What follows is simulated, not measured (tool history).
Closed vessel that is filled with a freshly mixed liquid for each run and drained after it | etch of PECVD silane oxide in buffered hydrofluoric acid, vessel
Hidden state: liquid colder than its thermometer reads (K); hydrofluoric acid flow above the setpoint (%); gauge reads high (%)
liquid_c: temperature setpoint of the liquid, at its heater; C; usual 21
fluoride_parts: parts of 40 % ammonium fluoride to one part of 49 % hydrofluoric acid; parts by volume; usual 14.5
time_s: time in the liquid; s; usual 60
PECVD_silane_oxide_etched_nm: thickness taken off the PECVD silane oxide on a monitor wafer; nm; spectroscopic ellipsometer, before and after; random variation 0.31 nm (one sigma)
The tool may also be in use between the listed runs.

run    hour  liquid_c  fluoride_parts  time_s  wafers since the last listed run  hours since the thermometer was replaced  hours since the hydrofluoric acid flow meter was replaced  hours since the gauge calibration  read-back film thickness of the PECVD silane oxide reference wafer, read on the same gauge (nm)  PECVD_silane_oxide_etched_nm
  1       0        21            11.5      60                                 0                                     289.3                                                      606.7                             1109.5                                                                                            90.03                         93.32
  2    70.1        21            14.5      60                              8204                                     359.4                                                      676.8                             1179.6                                                                                            90.01                         74.04
  3   136.7        21            14.5      60                              7795                                       426                                                      743.4                             1246.2                                                                                               90                          74.2
  4   210.3        21            14.5      60                              8614                                     499.6                                                        817                             1319.8                                                                                            89.99                         73.87
  5   265.9        21            14.5      60                              6507                                     555.2                                                      872.6                             1375.4                                                                                            89.98                         73.94
  6   332.8        21            14.5      60                              7830                                     622.1                                                      939.5                             1442.3                                                                                               90                         74.17
  7   375.6        21            14.5      60                              5009                                     664.9                                                      982.3                             1485.1                                                                                               90                         73.76
  8   454.3        21            14.5      60                              9211                                     743.6                                                       1061                             1563.8                                                                                            89.98                         74.04
  9   717.3        21            14.5      60                             30782                                    1006.6                                                       1324                             1826.8                                                                                            90.01                         73.42
 10   824.6        21            14.5      60                             12558                                    1113.9                                                     1431.3                             1934.1                                                                                            89.98                          73.1
 11   863.7        21            14.5      60                              4576                                      1153                                                     1470.4                             1973.2                                                                                            90.02                         73.34
 12   953.7        21            14.5      75                             10533                                      1243                                                     1560.4                             2063.2                                                                                            90.04                         91.45
 13  1034.9        21            14.5      75                              9503                                    1324.2                                                     1641.6                             2144.4                                                                                               90                         90.77
     1120.4  -- hydrofluoric acid flow meter replaced
 14    1133        21            14.5      75                             11364                                    1422.3                                                       12.6                             2242.5                                                                                            89.99                         90.36
 15    1172        21            14.5      90                              4564                                    1461.3                                                       51.6                             2281.5                                                                                            89.98                        107.61
 16  1220.5      19.5            14.5      95                              5676                                    1509.8                                                      100.1                               2330                                                                                            89.99                        104.07
 17  1299.6        21            14.5      60                              9258                                    1588.9                                                      179.2                             2409.1                                                                                               90                         71.47
       1332  -- gauge calibrated
 18  1381.1      22.5            14.5      45                              9538                                    1670.4                                                      260.7                               49.1                                                                                               90                         58.22
 19  1473.1        21              13      45                             10767                                    1762.4                                                      352.7                              141.1                                                                                            90.01                         59.41
 20  1569.5      25.5             9.5      75                             11282                                    1858.8                                                      449.1                              237.5                                                                                            90.01                        169.48
 21  1675.1      19.5            14.5      95                             12359                                    1964.4                                                      554.7                              343.1                                                                                            89.98                        103.44
 22  1736.8        21            14.5      60                              7221                                    2026.1                                                      616.4                              404.8                                                                                               90                         70.88
 23  1820.9      19.5            14.5      60                              9843                                    2110.2                                                      700.5                              488.9                                                                                            90.05                         65.33
     1843.3  -- thermometer replaced
 24  1868.5      23.5            14.5      60                              5454                                      25.2                                                      748.1                              536.5                                                                                            90.02                         85.95
 25  1960.4        21            14.5      60                             10756                                     117.1                                                        840                              628.4                                                                                            89.98                         74.83
 26  2060.2        21               9      50                             11680                                     216.9                                                      939.8                              728.2                                                                                            89.98                         95.47
 27  2148.6        21              20      60                             10346                                     305.3                                                     1028.2                              816.6                                                                                            89.99                         54.26
 28  2243.1        21            14.5      60                             11060                                     399.8                                                     1122.7                              911.1                                                                                            89.99                         74.64
 29    2348        21            11.5      35                             12277                                     504.7                                                     1227.6                               1016                                                                                               90                         54.47
 30  2435.2        18            14.5      40                             10206                                     591.9                                                     1314.8                             1103.2                                                                                            90.01                         41.47
 31  2502.9        21            14.5      60                              7923                                     659.6                                                     1382.5                             1170.9                                                                                            89.99                         74.03

Hidden state at the last listed run before each entry between runs and at the first one after, where it differs:
Between runs 13 and 14: hydrofluoric acid flow meter replaced (hour 1120.4)
  liquid colder than its thermometer reads (K): 0.636 -> 0.677; hydrofluoric acid flow above the setpoint (%): 1.93 -> 0.0593
  measured less the result without the state, PECVD_silane_oxide_etched_nm: -1.54 -> -3.44 nm
Between runs 17 and 18: gauge calibrated (hour 1332)
  liquid colder than its thermometer reads (K): 0.747 -> 0.782; hydrofluoric acid flow above the setpoint (%): 0.236 -> 0.323
  measured less the result without the state, PECVD_silane_oxide_etched_nm: -2.88 -> -2.38 nm
Between runs 23 and 24: thermometer replaced (hour 1843.3)
  liquid colder than its thermometer reads (K): 0.966 -> 0.0668; hydrofluoric acid flow above the setpoint (%): 0.79 -> 0.841
  measured less the result without the state, PECVD_silane_oxide_etched_nm: -3.14 -> +0.38 nm

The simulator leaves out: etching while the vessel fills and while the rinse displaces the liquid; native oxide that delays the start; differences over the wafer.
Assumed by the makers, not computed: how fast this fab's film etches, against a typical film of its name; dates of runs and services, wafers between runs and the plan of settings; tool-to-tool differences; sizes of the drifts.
